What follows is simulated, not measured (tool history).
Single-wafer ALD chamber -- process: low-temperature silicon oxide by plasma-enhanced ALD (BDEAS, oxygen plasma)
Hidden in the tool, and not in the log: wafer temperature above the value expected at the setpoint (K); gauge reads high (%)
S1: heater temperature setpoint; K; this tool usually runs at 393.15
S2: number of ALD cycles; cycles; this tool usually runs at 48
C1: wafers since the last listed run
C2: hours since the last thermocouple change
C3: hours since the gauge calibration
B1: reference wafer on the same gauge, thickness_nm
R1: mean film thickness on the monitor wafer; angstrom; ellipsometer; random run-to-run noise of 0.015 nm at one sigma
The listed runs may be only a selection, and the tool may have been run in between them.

run     day      S1  S2    C1      C2      C3     B1     R1
  1   0.000  393.15  48     0  1032.2   867.3  7.141  60.42
  2   2.850  393.15  48   599  1100.6   935.7  7.139  59.94
  3   5.071  393.15  48   466  1153.9   989.0  7.139  60.11
  4   6.567  393.15  48   314  1189.8  1024.9  7.138  60.45
  5   9.038  393.15  42   519  1249.1  1084.2  7.142  52.79
  6  10.608  393.15  42   330  1286.8  1121.9  7.141  52.48
  7  12.892  393.15  42   480  1341.6  1176.7  7.141  52.69
  8  14.596  393.15  46   358  1382.5  1217.6  7.138  57.60
  9  17.583  384.15  56   628  1454.2  1289.3  7.139  71.53
 10  19.750  384.15  56   455  1506.2  1341.3  7.140  71.64
     20.929  -- gauge calibrated
 11  25.125  384.15  56  1130  1635.2   100.7  7.140  71.38
 12  26.233  393.15  48   233  1661.8   127.3  7.144  60.25
 13  28.362  393.15  48   447  1712.9   178.4  7.139  60.12
 14  31.338  393.15  48   625  1784.3   249.8  7.141  60.10
 15  32.550  393.15  48   254  1813.4   278.9  7.142  60.20
 16  33.888  393.15  48   281  1845.5   311.0  7.138  60.15
 17  35.054  401.15  48   245  1873.5   339.0  7.139  59.01
 18  38.400  393.15  42   703  1953.8   419.3  7.141  52.48
     39.067  -- thermocouple changed; heater temperature recalibrated
 19  40.379  399.15  57   346    31.5   466.8  7.142  71.47
 20  42.475  393.15  48   440    81.8   517.1  7.137  60.61
 21  43.625  393.15  48   241   109.4   544.7  7.141  60.61
 22  45.771  393.15  48   451   160.9   596.2  7.135  60.35
 23  47.738  383.15  56   413   208.1   643.4  7.140  72.20
 24  49.750  398.15  43   423   256.4   691.7  7.142  53.60
 25  52.004  403.15  40   473   310.5   745.8  7.142  49.52
 26  54.712  389.15  41   569   375.5   810.8  7.137  51.91
 27  56.583  382.15  40   393   420.4   855.7  7.138  51.42
 28  57.692  404.15  43   233   447.0   882.3  7.142  52.99
 29  59.288  393.15  55   335   485.3   920.6  7.139  69.09
 30  62.008  397.15  43   572   550.6   985.9  7.135  53.59
 31  63.162  393.15  48   242   578.3  1013.6  7.140  60.22
 32  64.175  402.15  44   212   602.6  1037.9  7.139  54.13
 33  66.817  408.15  53   555   666.0  1101.3  7.139  64.25
 34  69.479  380.15  55   559   729.9  1165.2  7.139  71.04

Predict each of these 4 candidate next runs independently; none follows another, all start after run 34:
  A  69.500  393.15  48   4  730.4  1165.7   ?   ?
  B  69.500  386.15  48   4  730.4  1165.7   ?   ?
  C  69.500  393.15  44   4  730.4  1165.7   ?   ?
  D  69.500  382.15  56   4  730.4  1165.7   ?   ?

run     B1     R1
  A  7.142  60.06
  B  7.142  60.97
  C  7.142  55.06
  D  7.142  71.74
Without the tool's unlogged condition, the same runs would have read:
run     R1
  A  60.69
  B  61.60
  C  55.63
  D  72.47
